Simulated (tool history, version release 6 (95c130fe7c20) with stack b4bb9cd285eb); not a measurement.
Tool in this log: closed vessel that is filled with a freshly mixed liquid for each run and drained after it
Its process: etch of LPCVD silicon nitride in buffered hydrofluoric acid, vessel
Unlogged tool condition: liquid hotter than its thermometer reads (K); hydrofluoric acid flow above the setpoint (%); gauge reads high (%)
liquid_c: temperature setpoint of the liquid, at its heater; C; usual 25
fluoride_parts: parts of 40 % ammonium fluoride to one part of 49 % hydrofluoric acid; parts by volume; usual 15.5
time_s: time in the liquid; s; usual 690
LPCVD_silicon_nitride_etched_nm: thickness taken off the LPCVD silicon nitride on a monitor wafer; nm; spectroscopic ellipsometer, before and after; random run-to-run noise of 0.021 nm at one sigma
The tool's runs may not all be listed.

run,hour,liquid_c,fluoride_parts,time_s,wafers since the last listed run,hours since the thermometer was replaced,hours since the hydrofluoric acid flow meter was replaced,hours since the gauge calibration,"read-back film thickness of the LPCVD silicon nitride reference wafer, read on the same gauge (nm)",LPCVD_silicon_nitride_etched_nm
1,0,25,15.5,690,0,1930.9,1913.6,23.1,119.97,10.47
2,9.4,25,15.5,690,668,1940.3,1923,32.5,120.01,10.48
3,21.4,25,15.5,890,853,1952.3,1935,44.5,120.01,13.52
4,31.1,25,15.5,690,689,1962,1944.7,54.2,119.95,10.52
5,41,25,15.5,690,704,1971.9,1954.6,64.1,120.03,10.47
6,71.6,25,15.5,690,2176,2002.5,1985.2,94.7,119.97,10.54
7,86.9,22,17,690,1088,2017.8,2000.5,110,119.99,8.2
# hour 92.7: thermometer replaced
8,101.2,22,17,690,945,8.5,2014.8,124.3,120.04,7.27
# hour 102: gauge calibrated
9,118.6,21.5,21,860,1237,25.9,2032.2,16.6,120.02,7.16
10,135.8,25,15.5,965,1223,43.1,2049.4,33.8,120.01,13.15
11,150.2,21,10,380,1024,57.5,2063.8,48.2,120.02,6.15
# hour 157.8: hydrofluoric acid flow meter replaced
12,163.2,25,15.5,310,853,70.5,5.4,61.2,120,3.84
13,181.2,25,15.5,690,1280,88.5,23.4,79.2,120.04,8.57
14,187.6,27.5,18.5,805,455,94.9,29.8,85.6,119.97,9.54
15,197.2,23,10,400,682,104.5,39.4,95.2,119.99,6.79
16,214.1,25,15.5,690,1201,121.4,56.3,112.1,120,8.58
# hour 219.2: gauge calibrated
17,222.5,21,10,380,597,129.8,64.7,3.3,120.01,5.83

Consider 4 possible next runs. They are alternatives, not a sequence: every one starts from the tool as it was left by run 17. What does each give?
A,223.3,22.5,15.5,690,56,130.6,65.5,4.1,?,?
B,223.3,29.5,20.5,585,56,130.6,65.5,4.1,?,?
C,223.3,25,18,925,56,130.6,65.5,4.1,?,?
D,223.3,25,19.5,470,56,130.6,65.5,4.1,?,?

run,"read-back film thickness of the LPCVD silicon nitride reference wafer, read on the same gauge (nm)",LPCVD_silicon_nitride_etched_nm
A,120.02,7.5
B,120.02,7.08
C,120.02,9.95
D,120.02,4.67
What these runs would have given with no unlogged condition in the tool:
run,LPCVD_silicon_nitride_etched_nm
A,7.35
B,6.96
C,9.75
D,4.58
